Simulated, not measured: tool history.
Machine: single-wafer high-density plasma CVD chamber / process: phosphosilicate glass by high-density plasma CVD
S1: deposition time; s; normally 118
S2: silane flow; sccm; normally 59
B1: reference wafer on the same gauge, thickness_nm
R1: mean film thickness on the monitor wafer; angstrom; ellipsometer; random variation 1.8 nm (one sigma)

run 1 day=0 | S1=113 S2=59 | B1=692.272 | R1=7611.68
run 2 day=0.512 | S1=118 S2=59 | B1=692.383 | R1=7933.99
run 3 day=0.842 | S1=118 S2=59 | B1=692.83 | R1=7906.99
run 4 day=1.375 | S1=118 S2=59 | B1=691.657 | R1=7910.56
run 5 day=1.721 | S1=118 S2=59 | B1=692.005 | R1=7955.13
run 6 day=2.196 | S1=118 S2=59 | B1=691.938 | R1=7938.53
run 7 day=2.717 | S1=118 S2=59 | B1=692.308 | R1=7893.71
run 8 day=3.462 | S1=118 S2=63 | B1=692.481 | R1=8504.18
run 9 day=3.992 | S1=118 S2=63 | B1=692.039 | R1=8441.54
run 10 day=4.508 | S1=118 S2=59 | B1=691.428 | R1=7942.83
run 11 day=5.125 | S1=118 S2=59 | B1=692.336 | R1=7925.22
run 12 day=5.404 | S1=118 S2=59 | B1=692.132 | R1=7941.05
run 13 day=5.675 | S1=118 S2=59 | B1=691.41 | R1=7925.24
run 14 day=6.096 | S1=118 S2=59 | B1=692.284 | R1=7984.49
run 15 day=6.629 | S1=118 S2=59 | B1=691.718 | R1=7475.43
run 16 day=7.079 | S1=118 S2=59 | B1=692.399 | R1=7481.42
run 17 day=7.762 | S1=118 S2=59 | B1=692.045 | R1=7460.98
run 18 day=8.071 | S1=118 S2=59 | B1=691.865 | R1=7495.01
run 19 day=8.333 | S1=135 S2=55 | B1=692.103 | R1=7961.32
run 20 day=9.058 | S1=102 S2=49 | B1=691.451 | R1=5354.14
run 21 day=9.675 | S1=118 S2=59 | B1=692.685 | R1=7466.19
run 22 day=10.371 | S1=108 S2=59 | B1=692.458 | R1=6849.06
run 23 day=10.679 | S1=118 S2=59 | B1=692.082 | R1=7502.53
run 24 day=12.229 | S1=141 S2=62 | B1=692.434 | R1=9425.21
run 25 day=12.671 | S1=95 S2=59 | B1=692.148 | R1=6078.76
run 26 day=12.962 | S1=136 S2=55 | B1=692.434 | R1=8087.96
run 27 day=13.25 | S1=97 S2=65 | B1=692.223 | R1=6840.52
run 28 day=13.717 | S1=130 S2=53 | B1=692.619 | R1=7442.06
run 29 day=14.296 | S1=107 S2=68 | B1=692.093 | R1=7909.49
run 30 day=14.708 | S1=106 S2=70 | B1=692.464 | R1=8067.75
run 31 day=15.442 | S1=99 S2=70 | B1=691.259 | R1=7561.7
run 32 day=16.1 | S1=128 S2=69 | B1=692.63 | R1=9622.97
run 33 day=16.704 | S1=118 S2=59 | B1=692.559 | R1=7598.29
run 34 day=17 | S1=131 S2=68 | B1=691.447 | R1=9727.55

Between the runs listed above, the log contained 2 entries, not reproduced here. Where in the sequence does each belong, and how does what the log doesn't record of the tool's condition differ from the listed run before to the listed run after?
Logged between run 14 and run 15: silane flow controller replaced (day 6.492)
  delivered silane flow above the setpoint (%): 5.81 -> -0.508
  measured less the result without the state, R1: +438.22 -> -38.16 angstrom
Logged between run 20 and run 21: gauge calibrated (day 9.142)
  delivered silane flow above the setpoint (%): -0.0582 -> 0.0497
  measured less the result without the state, R1: -3.12 -> +3.71 angstrom
